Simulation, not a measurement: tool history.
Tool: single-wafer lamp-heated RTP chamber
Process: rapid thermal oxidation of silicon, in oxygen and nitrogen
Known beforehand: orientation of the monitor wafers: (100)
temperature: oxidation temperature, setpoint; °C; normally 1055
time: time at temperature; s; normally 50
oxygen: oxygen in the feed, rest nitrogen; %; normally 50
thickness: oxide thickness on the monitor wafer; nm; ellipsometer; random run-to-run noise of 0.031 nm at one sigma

run     day  temperature  time  oxygen  wafers since the last listed run  wafers since the last pyrometer calibration  hours since the oxygen flow controller was replaced  hours since the gauge calibration  read-back reference wafer on the same gauge, thickness  thickness
  1   0.000         1055    50      50                                 0                                         3044                                               3923.2                              377.4                                                   5.929      6.114
  2   1.971         1055    50      50                               668                                         3712                                               3970.5                              424.7                                                   5.914      6.128
  3   4.704         1055    50      50                               926                                         4639                                               4036.1                              490.3                                                   5.930      6.192
      6.171  -- pyrometer window cleaned and pyrometer calibrated
  4   7.362         1055    50      50                               788                                          404                                               4099.9                              554.1                                                   5.921      6.166
  5  10.350         1055    50      50                              1012                                         1417                                               4171.6                              625.8                                                   5.919      6.096
  6  12.325         1055    50      50                               669                                         2087                                               4219.0                              673.2                                                   5.919      6.122
  7  15.317         1070    68      50                              1014                                         3101                                               4290.8                              745.0                                                   5.924      7.753
  8  18.004         1070    68      50                               911                                         4012                                               4355.3                              809.5                                                   5.923      7.773
  9  20.021         1070    68      50                               683                                         4696                                               4403.7                              857.9                                                   5.919      7.778
     20.608  -- gauge calibrated
     22.225  -- pyrometer window cleaned and pyrometer calibrated
 10  22.588         1046    75      69                               757                                          123                                               4465.3                               47.5                                                   5.920      7.735
     23.975  -- oxygen flow controller replaced
 11  24.383         1067    64      34                               495                                          619                                                  9.8                               90.6                                                   5.924      6.488
 12  27.100         1055    50      50                               921                                         1540                                                 75.0                              155.8                                                   5.922      6.183
 13  28.362         1068    29      78                               428                                         1968                                                105.3                              186.1                                                   5.916      6.171
 14  29.779         1081    31      75                               480                                         2448                                                139.3                              220.1                                                   5.923      6.833
 15  31.471         1055    38      63                               573                                         3021                                                179.9                              260.7                                                   5.918      5.872
 16  34.346         1068    29      78                               974                                         3996                                                248.9                              329.7                                                   5.920      6.167
     37.058  -- pyrometer window cleaned and pyrometer calibrated
 17  37.079         1036    70      50                               813                                            6                                                314.5                              395.3                                                   5.920      6.206
 18  39.579         1055    34      27                               847                                          854                                                374.5                              455.3                                                   5.918      4.214

3 options for the next run, each taken on its own from the tool as it stands now. Forecast them:
  A  39.596         1070    50      50                                 5                                          860                                                374.9                              455.7                                                       ?          ?
  B  39.596         1055    40      71                                 5                                          860                                                374.9                              455.7                                                       ?          ?
  C  39.596         1081    67      23                                 5                                          860                                                374.9                              455.7                                                       ?          ?

run  read-back reference wafer on the same gauge, thickness  thickness
  A                                                   5.920      6.772
  B                                                   5.920      6.291
  C                                                   5.920      6.297
Had the tool no hidden state, the same runs would have come out as:
run  thickness
  A      6.772
  B      6.291
  C      6.297

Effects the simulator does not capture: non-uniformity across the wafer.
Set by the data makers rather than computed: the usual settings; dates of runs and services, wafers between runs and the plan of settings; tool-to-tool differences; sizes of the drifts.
